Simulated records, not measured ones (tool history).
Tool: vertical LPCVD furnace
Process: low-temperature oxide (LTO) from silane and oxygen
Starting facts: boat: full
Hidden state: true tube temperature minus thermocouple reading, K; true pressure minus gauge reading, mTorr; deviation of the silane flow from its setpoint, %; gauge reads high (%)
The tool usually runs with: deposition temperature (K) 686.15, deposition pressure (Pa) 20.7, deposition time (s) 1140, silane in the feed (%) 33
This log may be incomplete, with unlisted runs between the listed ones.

run	day	deposition temperature (K)	deposition pressure (Pa)	deposition time (s)	silane in the feed (%)	wafers since the last listed run	hours since the last temperature calibration	hours since the pressure gauge was zeroed	hours since the silane flow controller was replaced	hours since the gauge calibration	read-back reference wafer on the same gauge, thickness	film thickness on the monitor wafer in the middle of the boat (angstrom)
1	0	686.15	20.7	960	33	0	2195.1	1181.5	2711.2	632	101	888.8
2	4.15	686.15	20.7	960	33	1533	2294.7	1281.1	2810.8	731.6	101.07	890.5
3	7.225	686.15	20.7	960	33	1136	2368.5	1354.9	2884.6	805.4	101.1	883.6
4	9.583	686.15	20.7	1140	33	871	2425.1	1411.5	2941.2	862	100.96	1069.2
5	13.208	686.15	20.7	1140	33	1339	2512.1	1498.5	3028.2	949	101.05	1064.6
6	17.283	686.15	20.7	1140	33	1506	2609.9	1596.3	3126	1046.8	101.08	1061.3
7	20.083	686.15	20.7	1140	38	1034	2677.1	1663.5	3193.2	1114	101.08	1275.1
# day 21.625: silane flow controller replaced
8	22.754	686.15	20.7	1140	33	617	2741.2	1727.6	27.1	1178.1	100.95	1009.9
9	26.217	686.15	20.7	1140	33	1279	2824.3	1810.7	110.2	1261.2	101.08	1003
10	28.262	686.15	20.7	1140	33	756	2873.4	1859.8	159.3	1310.3	101.05	1012.3
11	30.342	686.15	20.7	1140	33	768	2923.3	1909.7	209.2	1360.2	101.01	1004
12	33.496	686.15	20.7	1140	33	1165	2999	1985.4	284.9	1435.9	101.03	1020.3
13	37.075	686.15	20.7	1140	33	1322	3084.9	2071.3	370.8	1521.8	101	1015.8
# day 41.4: gauge calibrated
# day 42.183: pressure gauge zeroed
14	42.204	686.15	23.3	1350	35	1526	3208	0.5	493.9	19.3	100.9	1456.8
15	43.892	686.15	20.7	1140	33	623	3248.5	41	534.4	59.8	101.06	1018
16	45.696	678.15	18	1440	38	666	3291.8	84.3	577.7	103.1	100.92	1231.4
17	48.162	686.15	22.7	1530	33	911	3351	143.5	636.9	162.3	101.11	1487.4
# day 51.021: thermocouples replaced and temperature profile calibrated
18	52.621	686.15	24	1140	33	1278	38.4	250.5	743.9	269.3	101.03	1183.1
19	54.292	686.15	20.7	1140	33	617	78.5	290.6	784	309.4	101.08	1014.5
20	55.846	686.15	23.3	1140	33	574	115.8	327.9	821.3	346.7	101	1144.3
21	60.25	686.15	16.7	1140	33	1627	221.5	433.6	927	452.4	100.99	817.8
22	63.579	686.15	20.7	1530	33	1230	301.4	513.5	1006.9	532.3	101	1365.7
23	65.867	681.15	20.7	1470	33	845	356.3	568.4	1061.8	587.2	101.01	1248.2
24	69.038	695.15	20.7	1140	39	1171	432.4	644.5	1137.9	663.3	101.05	1385.3

What if the next run were any one of these 5? Each begins from the tool's condition after run 24:
A	69.242	686.15	20.7	1140	33	75	437.3	649.4	1142.8	668.2	?	?
B	69.242	686.15	16.7	1140	37	75	437.3	649.4	1142.8	668.2	?	?
C	69.242	694.15	26	810	33	75	437.3	649.4	1142.8	668.2	?	?
D	69.242	686.15	17.3	750	38	75	437.3	649.4	1142.8	668.2	?	?
E	69.242	686.15	16.7	870	33	75	437.3	649.4	1142.8	668.2	?	?

run	read-back reference wafer on the same gauge, thickness	film thickness on the monitor wafer in the middle of the boat (angstrom)
A	101.08	1008.8
B	101.08	942.9
C	101.08	983.9
D	101.08	666.4
E	101.08	620.9
Without the tool's hidden state the same runs would have given:
run	film thickness on the monitor wafer in the middle of the boat (angstrom)
A	1002.4
B	937.6
C	977.7
D	662.8
E	616.9
